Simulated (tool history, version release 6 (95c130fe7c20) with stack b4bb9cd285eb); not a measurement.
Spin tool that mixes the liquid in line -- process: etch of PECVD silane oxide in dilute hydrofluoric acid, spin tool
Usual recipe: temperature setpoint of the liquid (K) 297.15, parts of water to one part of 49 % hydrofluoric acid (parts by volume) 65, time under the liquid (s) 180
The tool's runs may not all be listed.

run	hour	temperature setpoint of the liquid (K)	parts of water to one part of 49 % hydrofluoric acid (parts by volume)	time under the liquid (s)	read-back film thickness of the PECVD silane oxide reference wafer, read on the same gauge (nm)	thickness taken off the PECVD silane oxide on a monitor wafer (angstrom)
1	0	297.15	65	180	110.03	467.7
2	60.7	297.15	65	180	110	471.2
3	133.5	297.15	65	180	109.99	471.6
4	225.8	297.15	65	180	109.99	473.4
5	282	297.15	75	180	110.01	407.4
6	384.1	297.15	75	180	109.97	406.9
7	466.5	297.15	75	180	110	407.4
# hour 527.4: gauge calibrated
8	529	297.15	65	180	110.03	483.6
9	592.5	297.15	65	180	109.99	479.4
10	644.6	300.15	85	270	110	605.3

What does the tool deliver on the next run?
# hour 687.3: thermometer replaced
# hour 899.3: hydrofluoric acid flow meter replaced
11	919	295.15	85	180	?	?

Run 11 gave read-back film thickness of the PECVD silane oxide reference wafer, read on the same gauge (nm) 110.01, thickness taken off the PECVD silane oxide on a monitor wafer (angstrom) 319.8.
Had the tool carried no hidden state, the very same run would have given thickness taken off the PECVD silane oxide on a monitor wafer (angstrom) 315.5.

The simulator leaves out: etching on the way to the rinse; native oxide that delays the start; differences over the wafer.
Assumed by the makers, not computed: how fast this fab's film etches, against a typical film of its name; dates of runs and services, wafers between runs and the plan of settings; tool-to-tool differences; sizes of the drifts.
